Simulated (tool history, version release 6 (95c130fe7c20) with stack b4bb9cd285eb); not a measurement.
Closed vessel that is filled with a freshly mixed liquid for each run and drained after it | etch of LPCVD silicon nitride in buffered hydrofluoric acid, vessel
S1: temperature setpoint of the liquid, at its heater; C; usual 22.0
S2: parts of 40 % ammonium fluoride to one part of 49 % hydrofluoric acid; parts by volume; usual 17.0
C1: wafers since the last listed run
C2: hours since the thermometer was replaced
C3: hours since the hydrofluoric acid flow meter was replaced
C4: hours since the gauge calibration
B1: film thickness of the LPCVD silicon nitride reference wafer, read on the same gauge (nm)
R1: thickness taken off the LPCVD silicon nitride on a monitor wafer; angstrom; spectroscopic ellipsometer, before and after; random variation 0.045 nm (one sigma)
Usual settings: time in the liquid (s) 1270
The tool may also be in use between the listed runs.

{"run": 1, "hour": 0.0, "S1": 22.0, "S2": 17.0, "time in the liquid (s)": 1270, "C1": 0, "C2": 2928.5, "C3": 631.1, "C4": 432.4, "B1": 80.01, "R1": 116.3}
{"run": 2, "hour": 12.9, "S1": 22.0, "S2": 17.0, "time in the liquid (s)": 1270, "C1": 536, "C2": 2941.4, "C3": 644.0, "C4": 445.3, "B1": 80.0, "R1": 115.7}
{"run": 3, "hour": 24.8, "S1": 22.0, "S2": 14.5, "time in the liquid (s)": 1270, "C1": 495, "C2": 2953.3, "C3": 655.9, "C4": 457.2, "B1": 79.98, "R1": 136.7}
{"run": 4, "hour": 35.3, "S1": 22.0, "S2": 17.0, "time in the liquid (s)": 1270, "C1": 436, "C2": 2963.8, "C3": 666.4, "C4": 467.7, "B1": 80.0, "R1": 117.1}
{"run": 5, "hour": 51.8, "S1": 22.0, "S2": 17.0, "time in the liquid (s)": 1270, "C1": 686, "C2": 2980.3, "C3": 682.9, "C4": 484.2, "B1": 80.05, "R1": 116.7}
{"run": 6, "hour": 65.5, "S1": 22.0, "S2": 21.5, "time in the liquid (s)": 1270, "C1": 570, "C2": 2994.0, "C3": 696.6, "C4": 497.9, "B1": 80.02, "R1": 93.2}
{"run": 7, "hour": 81.8, "S1": 22.0, "S2": 21.5, "time in the liquid (s)": 1270, "C1": 678, "C2": 3010.3, "C3": 712.9, "C4": 514.2, "B1": 80.0, "R1": 93.5}
{"run": 8, "hour": 88.6, "S1": 22.0, "S2": 14.0, "time in the liquid (s)": 1270, "C1": 282, "C2": 3017.1, "C3": 719.7, "C4": 521.0, "B1": 80.01, "R1": 142.4}
{"hour": 100.1, "done": "thermometer replaced"}
{"run": 9, "hour": 102.5, "S1": 22.0, "S2": 14.0, "time in the liquid (s)": 1270, "C1": 536, "C2": 2.4, "C3": 733.6, "C4": 534.9, "B1": 80.02, "R1": 122.5}
{"run": 10, "hour": 118.2, "S1": 22.0, "S2": 14.0, "time in the liquid (s)": 1270, "C1": 653, "C2": 18.1, "C3": 749.3, "C4": 550.6, "B1": 80.06, "R1": 122.3}
{"run": 11, "hour": 131.9, "S1": 22.0, "S2": 17.0, "time in the liquid (s)": 910, "C1": 570, "C2": 31.8, "C3": 763.0, "C4": 564.3, "B1": 79.96, "R1": 73.8}
{"run": 12, "hour": 144.6, "S1": 22.0, "S2": 17.0, "time in the liquid (s)": 625, "C1": 528, "C2": 44.5, "C3": 775.7, "C4": 577.0, "B1": 80.0, "R1": 50.0}
{"run": 13, "hour": 158.5, "S1": 26.0, "S2": 20.5, "time in the liquid (s)": 1750, "C1": 578, "C2": 58.4, "C3": 789.6, "C4": 590.9, "B1": 79.97, "R1": 147.1}
{"hour": 161.1, "done": "gauge calibrated"}
{"run": 14, "hour": 169.5, "S1": 22.0, "S2": 19.0, "time in the liquid (s)": 1270, "C1": 457, "C2": 69.4, "C3": 800.6, "C4": 8.4, "B1": 80.0, "R1": 91.9}
{"run": 15, "hour": 187.1, "S1": 22.0, "S2": 17.0, "time in the liquid (s)": 820, "C1": 732, "C2": 87.0, "C3": 818.2, "C4": 26.0, "B1": 79.97, "R1": 66.9}
{"run": 16, "hour": 201.3, "S1": 25.5, "S2": 23.0, "time in the liquid (s)": 1610, "C1": 590, "C2": 101.2, "C3": 832.4, "C4": 40.2, "B1": 79.95, "R1": 119.7}
{"run": 17, "hour": 219.1, "S1": 26.5, "S2": 10.5, "time in the liquid (s)": 1270, "C1": 740, "C2": 119.0, "C3": 850.2, "C4": 58.0, "B1": 80.0, "R1": 208.4}
{"run": 18, "hour": 232.8, "S1": 22.0, "S2": 17.0, "time in the liquid (s)": 625, "C1": 570, "C2": 132.7, "C3": 863.9, "C4": 71.7, "B1": 80.02, "R1": 50.3}
{"run": 19, "hour": 247.9, "S1": 25.5, "S2": 23.0, "time in the liquid (s)": 1610, "C1": 628, "C2": 147.8, "C3": 879.0, "C4": 86.8, "B1": 79.99, "R1": 119.8}
{"run": 20, "hour": 257.8, "S1": 22.0, "S2": 17.0, "time in the liquid (s)": 1270, "C1": 411, "C2": 157.7, "C3": 888.9, "C4": 96.7, "B1": 80.0, "R1": 104.3}
{"run": 21, "hour": 270.2, "S1": 22.0, "S2": 17.0, "time in the liquid (s)": 1270, "C1": 515, "C2": 170.1, "C3": 901.3, "C4": 109.1, "B1": 80.03, "R1": 104.4}
{"hour": 277.1, "done": "hydrofluoric acid flow meter replaced"}
{"run": 22, "hour": 283.0, "S1": 26.0, "S2": 23.5, "time in the liquid (s)": 1270, "C1": 491, "C2": 182.9, "C3": 5.9, "C4": 121.9, "B1": 79.96, "R1": 90.3}
{"run": 23, "hour": 291.0, "S1": 24.5, "S2": 12.0, "time in the liquid (s)": 1615, "C1": 332, "C2": 190.9, "C3": 13.9, "C4": 129.9, "B1": 80.03, "R1": 196.7}
{"run": 24, "hour": 301.0, "S1": 22.0, "S2": 17.0, "time in the liquid (s)": 645, "C1": 416, "C2": 200.9, "C3": 23.9, "C4": 139.9, "B1": 80.0, "R1": 48.6}
{"run": 25, "hour": 312.3, "S1": 25.5, "S2": 17.0, "time in the liquid (s)": 945, "C1": 470, "C2": 212.2, "C3": 35.2, "C4": 151.2, "B1": 79.98, "R1": 86.1}
{"run": 26, "hour": 324.9, "S1": 22.0, "S2": 11.0, "time in the liquid (s)": 1475, "C1": 524, "C2": 224.8, "C3": 47.8, "C4": 163.8, "B1": 80.01, "R1": 171.2}
{"run": 27, "hour": 333.6, "S1": 22.0, "S2": 17.0, "time in the liquid (s)": 1270, "C1": 362, "C2": 233.5, "C3": 56.5, "C4": 172.5, "B1": 79.98, "R1": 96.0}
{"run": 28, "hour": 350.5, "S1": 26.5, "S2": 17.0, "time in the liquid (s)": 1270, "C1": 703, "C2": 250.4, "C3": 73.4, "C4": 189.4, "B1": 80.02, "R1": 122.9}
{"run": 29, "hour": 365.4, "S1": 22.0, "S2": 11.0, "time in the liquid (s)": 1270, "C1": 619, "C2": 265.3, "C3": 88.3, "C4": 204.3, "B1": 80.02, "R1": 148.3}
{"run": 30, "hour": 377.1, "S1": 18.0, "S2": 17.0, "time in the liquid (s)": 1475, "C1": 486, "C2": 277.0, "C3": 100.0, "C4": 216.0, "B1": 79.99, "R1": 89.9}
{"run": 31, "hour": 389.3, "S1": 20.5, "S2": 23.0, "time in the liquid (s)": 1805, "C1": 507, "C2": 289.2, "C3": 112.2, "C4": 228.2, "B1": 80.01, "R1": 97.7}

Some steps in R1 between neighbouring runs. How much of each would the tool show without its hidden state too (settings, what came in, random variation), and how much is left for the hidden state, with any gauge scatter that isn't in both results?
The hidden state here: liquid hotter than its thermometer reads (K); hydrofluoric acid flow above the setpoint (%); gauge reads high (%).
Run 7 -> 8: S2 21.5 -> 14.0. R1 +48.9 angstrom: hidden state +11.4, all else +37.5.
Run 8 -> 9: thermometer replaced. R1 -19.9 angstrom: hidden state -19.4, all else -0.5.
Run 17 -> 18: S1 26.5 -> 22.0, S2 10.5 -> 17.0, time in the liquid (s) 1270 -> 625. R1 -158.1 angstrom: hidden state -11.3, all else -146.8.
Run 22 -> 23: S1 26.0 -> 24.5, S2 23.5 -> 12.0, time in the liquid (s) 1270 -> 1615. R1 +106.4 angstrom: hidden state +1.8, all else +104.6.
Run 23 -> 24: S1 24.5 -> 22.0, S2 12.0 -> 17.0, time in the liquid (s) 1615 -> 645. R1 -148.1 angstrom: hidden state -2.1, all else -146.0.

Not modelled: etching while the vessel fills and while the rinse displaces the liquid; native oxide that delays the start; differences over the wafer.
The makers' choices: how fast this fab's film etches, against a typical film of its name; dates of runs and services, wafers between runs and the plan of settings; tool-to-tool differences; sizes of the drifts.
